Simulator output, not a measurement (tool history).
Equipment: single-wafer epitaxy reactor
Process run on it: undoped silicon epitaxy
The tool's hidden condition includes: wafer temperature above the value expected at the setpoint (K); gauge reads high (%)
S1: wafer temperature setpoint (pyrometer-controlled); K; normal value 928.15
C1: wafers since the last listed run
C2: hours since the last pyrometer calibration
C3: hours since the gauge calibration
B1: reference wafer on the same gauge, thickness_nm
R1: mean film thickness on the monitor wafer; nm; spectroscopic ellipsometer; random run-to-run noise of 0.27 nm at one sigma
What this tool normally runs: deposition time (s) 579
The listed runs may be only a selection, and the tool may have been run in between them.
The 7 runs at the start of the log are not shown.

{"run": 8, "hour": 132.9, "S1": 936.15, "deposition time (s)": 579, "C1": 42, "C2": 1759.9, "C3": 313.6, "B1": 110.967, "R1": 108.321}
{"run": 9, "hour": 143.7, "S1": 936.15, "deposition time (s)": 579, "C1": 52, "C2": 1770.7, "C3": 324.4, "B1": 110.983, "R1": 108.634}
{"hour": 161.5, "done": "pyrometer calibrated"}
{"run": 10, "hour": 162.0, "S1": 936.15, "deposition time (s)": 579, "C1": 50, "C2": 0.5, "C3": 342.7, "B1": 110.987, "R1": 117.137}
{"run": 11, "hour": 165.0, "S1": 928.15, "deposition time (s)": 579, "C1": 14, "C2": 3.5, "C3": 345.7, "B1": 111.018, "R1": 100.547}
{"hour": 171.3, "done": "gauge calibrated"}
{"run": 12, "hour": 171.4, "S1": 928.15, "deposition time (s)": 579, "C1": 31, "C2": 9.9, "C3": 0.1, "B1": 111.026, "R1": 100.825}
{"run": 13, "hour": 184.2, "S1": 928.15, "deposition time (s)": 579, "C1": 62, "C2": 22.7, "C3": 12.9, "B1": 110.939, "R1": 101.032}
{"run": 14, "hour": 194.6, "S1": 934.15, "deposition time (s)": 611, "C1": 50, "C2": 33.1, "C3": 23.3, "B1": 111.048, "R1": 118.986}
{"run": 15, "hour": 208.1, "S1": 928.15, "deposition time (s)": 579, "C1": 66, "C2": 46.6, "C3": 36.8, "B1": 110.93, "R1": 101.316}
{"run": 16, "hour": 225.2, "S1": 928.15, "deposition time (s)": 579, "C1": 83, "C2": 63.7, "C3": 53.9, "B1": 110.946, "R1": 100.746}
{"run": 17, "hour": 232.2, "S1": 928.15, "deposition time (s)": 579, "C1": 34, "C2": 70.7, "C3": 60.9, "B1": 110.964, "R1": 100.701}
{"run": 18, "hour": 246.4, "S1": 916.15, "deposition time (s)": 644, "C1": 69, "C2": 84.9, "C3": 75.1, "B1": 111.092, "R1": 89.06}
{"run": 19, "hour": 263.0, "S1": 940.15, "deposition time (s)": 661, "C1": 81, "C2": 101.5, "C3": 91.7, "B1": 111.057, "R1": 144.321}
{"run": 20, "hour": 280.5, "S1": 928.15, "deposition time (s)": 579, "C1": 85, "C2": 119.0, "C3": 109.2, "B1": 111.011, "R1": 101.164}
{"run": 21, "hour": 292.7, "S1": 916.15, "deposition time (s)": 498, "C1": 59, "C2": 131.2, "C3": 121.4, "B1": 111.071, "R1": 68.869}
{"run": 22, "hour": 302.9, "S1": 928.15, "deposition time (s)": 663, "C1": 49, "C2": 141.4, "C3": 131.6, "B1": 111.077, "R1": 115.611}
{"run": 23, "hour": 311.1, "S1": 943.15, "deposition time (s)": 579, "C1": 40, "C2": 149.6, "C3": 139.8, "B1": 111.012, "R1": 133.816}
{"run": 24, "hour": 322.9, "S1": 914.15, "deposition time (s)": 579, "C1": 57, "C2": 161.4, "C3": 151.6, "B1": 110.932, "R1": 77.093}
{"run": 25, "hour": 339.6, "S1": 928.15, "deposition time (s)": 579, "C1": 81, "C2": 178.1, "C3": 168.3, "B1": 111.097, "R1": 100.55}
{"run": 26, "hour": 350.9, "S1": 928.15, "deposition time (s)": 579, "C1": 55, "C2": 189.4, "C3": 179.6, "B1": 110.954, "R1": 100.626}
{"run": 27, "hour": 363.3, "S1": 916.15, "deposition time (s)": 463, "C1": 60, "C2": 201.8, "C3": 192.0, "B1": 110.953, "R1": 63.595}
{"run": 28, "hour": 374.0, "S1": 942.15, "deposition time (s)": 536, "C1": 52, "C2": 212.5, "C3": 202.7, "B1": 110.977, "R1": 121.133}

Predict the results of run 29:
{"run": 29, "hour": 386.5, "S1": 941.15, "deposition time (s)": 617, "C1": 61, "C2": 225.0, "C3": 215.2, "B1": "?", "R1": "?"}

B1: 110.947
R1: 136.369 nm
Were there no unlogged condition in the tool, this run, its random variation unchanged, would have produced R1 137.156 nm.

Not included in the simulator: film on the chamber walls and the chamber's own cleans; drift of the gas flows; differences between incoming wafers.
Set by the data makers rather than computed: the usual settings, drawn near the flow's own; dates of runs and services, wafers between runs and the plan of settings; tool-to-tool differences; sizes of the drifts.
